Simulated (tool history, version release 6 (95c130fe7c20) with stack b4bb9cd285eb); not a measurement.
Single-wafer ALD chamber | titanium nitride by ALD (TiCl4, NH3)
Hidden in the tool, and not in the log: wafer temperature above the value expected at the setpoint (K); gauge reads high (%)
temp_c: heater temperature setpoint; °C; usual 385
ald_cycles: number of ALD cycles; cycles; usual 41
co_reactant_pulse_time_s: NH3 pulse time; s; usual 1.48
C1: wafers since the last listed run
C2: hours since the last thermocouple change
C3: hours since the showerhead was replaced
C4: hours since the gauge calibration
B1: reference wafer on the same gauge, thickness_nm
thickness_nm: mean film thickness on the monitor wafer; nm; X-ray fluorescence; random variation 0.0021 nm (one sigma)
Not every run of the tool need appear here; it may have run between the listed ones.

Run 1, hour 0: usual settings but ald_cycles 37 cycles; C1 0; C2 243; C3 3491.1; C4 403; B1 0.72. Result: thickness_nm 0.74 nm.
Run 2, hour 313.8: usual settings but ald_cycles 37 cycles; C1 2209; C2 556.8; C3 3804.9; C4 716.8; B1 0.717. Result: thickness_nm 0.735 nm.
Run 3, hour 410: usual settings; C1 677; C2 653; C3 3901.1; C4 813; B1 0.715. Result: thickness_nm 0.817 nm.
Run 4, hour 500.9: usual settings but ald_cycles 36 cycles; C1 640; C2 743.9; C3 3992; C4 903.9; B1 0.716. Result: thickness_nm 0.711 nm.
Run 5, hour 576.1: usual settings but ald_cycles 46 cycles; C1 529; C2 819.1; C3 4067.2; C4 979.1; B1 0.715. Result: thickness_nm 0.917 nm.
Run 6, hour 663.6: usual settings but ald_cycles 47 cycles; C1 616; C2 906.6; C3 4154.7; C4 1066.6; B1 0.714. Result: thickness_nm 0.935 nm.
Run 7, hour 721.2: usual settings; C1 405; C2 964.2; C3 4212.3; C4 1124.2; B1 0.715. Result: thickness_nm 0.814 nm.
At hour 740.9: thermocouple changed; heater temperature recalibrated.
At hour 749.7: gauge calibrated.
Run 8, hour 765.5: usual settings; C1 255; C2 24.6; C3 4256.6; C4 15.8; B1 0.73. Result: thickness_nm 0.83 nm.
Run 9, hour 869.4: usual settings but co_reactant_pulse_time_s 1.71 s; C1 731; C2 128.5; C3 4360.5; C4 119.7; B1 0.725. Result: thickness_nm 0.832 nm.
Run 10, hour 971.9: usual settings; C1 721; C2 231; C3 4463; C4 222.2; B1 0.723. Result: thickness_nm 0.823 nm.
Run 11, hour 1049.5: usual settings; C1 546; C2 308.6; C3 4540.6; C4 299.8; B1 0.72. Result: thickness_nm 0.821 nm.
Run 12, hour 1131.4: usual settings; C1 576; C2 390.5; C3 4622.5; C4 381.7; B1 0.718. Result: thickness_nm 0.819 nm.
Run 13, hour 1183.3: usual settings but ald_cycles 45 cycles, co_reactant_pulse_time_s 1.31 s; C1 365; C2 442.4; C3 4674.4; C4 433.6; B1 0.718. Result: thickness_nm 0.892 nm.
Run 14, hour 1266: usual settings but ald_cycles 39 cycles, co_reactant_pulse_time_s 0.9 s; C1 582; C2 525.1; C3 4757.1; C4 516.3; B1 0.718. Result: thickness_nm 0.755 nm.
Run 15, hour 1320.9: usual settings but temp_c 379 °C, ald_cycles 46 cycles, co_reactant_pulse_time_s 1.15 s; C1 386; C2 580; C3 4812; C4 571.2; B1 0.717. Result: thickness_nm 0.894 nm.
Run 16, hour 1384.5: usual settings but temp_c 371 °C, co_reactant_pulse_time_s 2.05 s; C1 447; C2 643.6; C3 4875.6; C4 634.8; B1 0.716. Result: thickness_nm 0.817 nm.
Run 17, hour 1456.4: usual settings but temp_c 390 °C, ald_cycles 33 cycles; C1 506; C2 715.5; C3 4947.5; C4 706.7; B1 0.715. Result: thickness_nm 0.66 nm.
Run 18, hour 1538.4: usual settings; C1 577; C2 797.5; C3 5029.5; C4 788.7; B1 0.715. Result: thickness_nm 0.816 nm.
At hour 1585.5: showerhead replaced.
At hour 1611.9: thermocouple changed; heater temperature recalibrated.
Run 19, hour 1641.1: usual settings but ald_cycles 34 cycles; C1 610; C2 29.2; C3 55.6; C4 891.4; B1 0.714. Result: thickness_nm 0.672 nm.
Run 20, hour 1715: usual settings but temp_c 381 °C, ald_cycles 47 cycles, co_reactant_pulse_time_s 1.2 s; C1 520; C2 103.1; C3 129.5; C4 965.3; B1 0.714. Result: thickness_nm 0.915 nm.
Run 21, hour 1797.7: usual settings but ald_cycles 46 cycles; C1 582; C2 185.8; C3 212.2; C4 1048; B1 0.713. Result: thickness_nm 0.908 nm.
Run 22, hour 1883.8: usual settings but ald_cycles 43 cycles, co_reactant_pulse_time_s 1.87 s; C1 606; C2 271.9; C3 298.3; C4 1134.1; B1 0.713. Result: thickness_nm 0.862 nm.
Run 23, hour 1974.3: usual settings but temp_c 399 °C, ald_cycles 36 cycles, co_reactant_pulse_time_s 1.17 s; C1 637; C2 362.4; C3 388.8; C4 1224.6; B1 0.713. Result: thickness_nm 0.717 nm.
Run 24, hour 2017.9: usual settings but ald_cycles 37 cycles, co_reactant_pulse_time_s 1.27 s; C1 307; C2 406; C3 432.4; C4 1268.2; B1 0.712. Result: thickness_nm 0.725 nm.
At hour 2020.4: gauge calibrated.
Run 25, hour 2055.7: usual settings but temp_c 377 °C, ald_cycles 36 cycles, co_reactant_pulse_time_s 2.05 s; C1 266; C2 443.8; C3 470.2; C4 35.3; B1 0.729. Result: thickness_nm 0.734 nm.
Run 26, hour 2131: usual settings but temp_c 397 °C, ald_cycles 49 cycles, co_reactant_pulse_time_s 1.77 s; C1 530; C2 519.1; C3 545.5; C4 110.6; B1 0.726. Result: thickness_nm 1.01 nm.
Run 27, hour 2200.7: usual settings but temp_c 394 °C; C1 490; C2 588.8; C3 615.2; C4 180.3; B1 0.724. Result: thickness_nm 0.833 nm.

Below are 5 alternative next runs, each starting from the tool's condition after run 27. Predict each:
Run A, hour 2201.2: usual settings; C1 3; C2 589.3; C3 615.7; C4 180.8; B1 ?. Result: thickness_nm ?.
Run B, hour 2201.2: usual settings but temp_c 392 °C, ald_cycles 38 cycles, co_reactant_pulse_time_s 1.03 s; C1 3; C2 589.3; C3 615.7; C4 180.8; B1 ?. Result: thickness_nm ?.
Run C, hour 2201.2: usual settings but temp_c 377 °C; C1 3; C2 589.3; C3 615.7; C4 180.8; B1 ?. Result: thickness_nm ?.
Run D, hour 2201.2: usual settings but ald_cycles 45 cycles, co_reactant_pulse_time_s 1.15 s; C1 3; C2 589.3; C3 615.7; C4 180.8; B1 ?. Result: thickness_nm ?.
Run E, hour 2201.2: usual settings but temp_c 396 °C, ald_cycles 46 cycles, co_reactant_pulse_time_s 1.73 s; C1 3; C2 589.3; C3 615.7; C4 180.8; B1 ?. Result: thickness_nm ?.

run     B1  thickness_nm
  A  0.724         0.825
  B  0.724         0.756
  C  0.724         0.818
  D  0.724         0.893
  E  0.724         0.943
What these runs would have given with no unlogged condition in the tool:
run  thickness_nm
  A         0.833
  B         0.764
  C         0.826
  D         0.902
  E         0.952

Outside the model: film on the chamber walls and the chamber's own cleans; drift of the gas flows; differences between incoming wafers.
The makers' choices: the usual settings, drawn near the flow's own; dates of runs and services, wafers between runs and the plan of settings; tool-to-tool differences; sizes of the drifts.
